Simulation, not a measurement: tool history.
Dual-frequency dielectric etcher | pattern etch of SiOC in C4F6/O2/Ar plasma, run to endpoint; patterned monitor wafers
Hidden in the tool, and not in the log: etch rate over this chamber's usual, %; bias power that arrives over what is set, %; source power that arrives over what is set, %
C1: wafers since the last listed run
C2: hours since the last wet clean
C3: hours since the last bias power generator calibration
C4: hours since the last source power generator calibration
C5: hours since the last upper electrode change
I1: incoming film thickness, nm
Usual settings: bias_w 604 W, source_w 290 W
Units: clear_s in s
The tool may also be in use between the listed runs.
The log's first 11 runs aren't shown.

{"run": 12, "hour": 107.5, "bias_w": 604, "source_w": 290, "C1": 185, "C2": 112.5, "C3": 108, "C4": 13.8, "C5": 54, "I1": 49.48, "clear_s": 16.9}
{"run": 13, "hour": 118.9, "bias_w": 739, "source_w": 340, "C1": 225, "C2": 123.9, "C3": 119.4, "C4": 25.2, "C5": 65.4, "I1": 50, "clear_s": 15.1}
{"run": 14, "hour": 136.7, "bias_w": 653, "source_w": 290, "C1": 351, "C2": 141.7, "C3": 137.2, "C4": 43, "C5": 83.2, "I1": 50.28, "clear_s": 16.7}
{"run": 15, "hour": 145.3, "bias_w": 470, "source_w": 340, "C1": 169, "C2": 150.3, "C3": 145.8, "C4": 51.6, "C5": 91.8, "I1": 50.03, "clear_s": 17}
{"run": 16, "hour": 152.6, "bias_w": 527, "source_w": 220, "C1": 144, "C2": 157.6, "C3": 153.1, "C4": 58.9, "C5": 99.1, "I1": 49.98, "clear_s": 20.2}
{"run": 17, "hour": 164.2, "bias_w": 604, "source_w": 290, "C1": 229, "C2": 169.2, "C3": 164.7, "C4": 70.5, "C5": 110.7, "I1": 50.11, "clear_s": 16.9}
{"run": 18, "hour": 173.2, "bias_w": 670, "source_w": 310, "C1": 177, "C2": 178.2, "C3": 173.7, "C4": 79.5, "C5": 119.7, "I1": 49.21, "clear_s": 15.8}
{"run": 19, "hour": 182.7, "bias_w": 604, "source_w": 290, "C1": 187, "C2": 187.7, "C3": 183.2, "C4": 89, "C5": 129.2, "I1": 49.95, "clear_s": 17}
{"run": 20, "hour": 192.2, "bias_w": 604, "source_w": 290, "C1": 187, "C2": 197.2, "C3": 192.7, "C4": 98.5, "C5": 138.7, "I1": 49.53, "clear_s": 16.6}
{"run": 21, "hour": 204.5, "bias_w": 739, "source_w": 340, "C1": 242, "C2": 209.5, "C3": 205, "C4": 110.8, "C5": 151, "I1": 50.19, "clear_s": 14.9}
{"run": 22, "hour": 218.2, "bias_w": 488, "source_w": 320, "C1": 270, "C2": 223.2, "C3": 218.7, "C4": 124.5, "C5": 164.7, "I1": 49.89, "clear_s": 17}
{"run": 23, "hour": 224.4, "bias_w": 604, "source_w": 290, "C1": 122, "C2": 229.4, "C3": 224.9, "C4": 130.7, "C5": 170.9, "I1": 49.41, "clear_s": 16.8}
{"run": 24, "hour": 234.9, "bias_w": 604, "source_w": 290, "C1": 207, "C2": 239.9, "C3": 235.4, "C4": 141.2, "C5": 181.4, "I1": 49.9, "clear_s": 16.7}
{"run": 25, "hour": 246.0, "bias_w": 536, "source_w": 260, "C1": 219, "C2": 251, "C3": 246.5, "C4": 152.3, "C5": 192.5, "I1": 49.7, "clear_s": 18}
{"run": 26, "hour": 253.1, "bias_w": 536, "source_w": 320, "C1": 140, "C2": 258.1, "C3": 253.6, "C4": 159.4, "C5": 199.6, "I1": 50.2, "clear_s": 16.9}
{"run": 27, "hour": 270.3, "bias_w": 604, "source_w": 290, "C1": 339, "C2": 275.3, "C3": 270.8, "C4": 176.6, "C5": 216.8, "I1": 49.36, "clear_s": 16.6}
{"run": 28, "hour": 281.4, "bias_w": 478, "source_w": 310, "C1": 219, "C2": 286.4, "C3": 281.9, "C4": 187.7, "C5": 227.9, "I1": 49.82, "clear_s": 17}
{"run": 29, "hour": 297.6, "bias_w": 702, "source_w": 340, "C1": 319, "C2": 302.6, "C3": 298.1, "C4": 203.9, "C5": 244.1, "I1": 50.17, "clear_s": 14.9}
{"run": 30, "hour": 303.8, "bias_w": 697, "source_w": 290, "C1": 122, "C2": 308.8, "C3": 304.3, "C4": 210.1, "C5": 250.3, "I1": 50.06, "clear_s": 16}
{"run": 31, "hour": 311.2, "bias_w": 504, "source_w": 250, "C1": 146, "C2": 316.2, "C3": 311.7, "C4": 217.5, "C5": 257.7, "I1": 49.23, "clear_s": 18.4}
{"run": 32, "hour": 327.2, "bias_w": 476, "source_w": 330, "C1": 316, "C2": 332.2, "C3": 327.7, "C4": 233.5, "C5": 273.7, "I1": 50.07, "clear_s": 17}
{"run": 33, "hour": 342.3, "bias_w": 738, "source_w": 340, "C1": 298, "C2": 347.3, "C3": 342.8, "C4": 248.6, "C5": 288.8, "I1": 50.25, "clear_s": 14.4}
{"run": 34, "hour": 357.3, "bias_w": 552, "source_w": 250, "C1": 296, "C2": 362.3, "C3": 357.8, "C4": 263.6, "C5": 303.8, "I1": 49.53, "clear_s": 17.7}
{"run": 35, "hour": 366.8, "bias_w": 676, "source_w": 310, "C1": 187, "C2": 371.8, "C3": 367.3, "C4": 273.1, "C5": 313.3, "I1": 49.63, "clear_s": 15.3}

4 ways to go on from here, each from the tool as it stands after run 35. What would each give?
{"run": "A", "hour": 367.2, "bias_w": 604, "source_w": 290, "C1": 7, "C2": 372.2, "C3": 367.7, "C4": 273.5, "C5": 313.7, "I1": 49.46, "clear_s": "?"}
{"run": "B", "hour": 367.2, "bias_w": 492, "source_w": 250, "C1": 7, "C2": 372.2, "C3": 367.7, "C4": 273.5, "C5": 313.7, "I1": 49.46, "clear_s": "?"}
{"run": "C", "hour": 367.2, "bias_w": 461, "source_w": 340, "C1": 7, "C2": 372.2, "C3": 367.7, "C4": 273.5, "C5": 313.7, "I1": 49.46, "clear_s": "?"}
{"run": "D", "hour": 367.2, "bias_w": 746, "source_w": 230, "C1": 7, "C2": 372.2, "C3": 367.7, "C4": 273.5, "C5": 313.7, "I1": 49.46, "clear_s": "?"}

run=A clear_s=16.2
run=B clear_s=18.3
run=C clear_s=16.3
run=D clear_s=16.8
Without the tool's hidden state the same runs would have given:
run=A clear_s=16.9
run=B clear_s=19.1
run=C clear_s=17
run=D clear_s=17.6

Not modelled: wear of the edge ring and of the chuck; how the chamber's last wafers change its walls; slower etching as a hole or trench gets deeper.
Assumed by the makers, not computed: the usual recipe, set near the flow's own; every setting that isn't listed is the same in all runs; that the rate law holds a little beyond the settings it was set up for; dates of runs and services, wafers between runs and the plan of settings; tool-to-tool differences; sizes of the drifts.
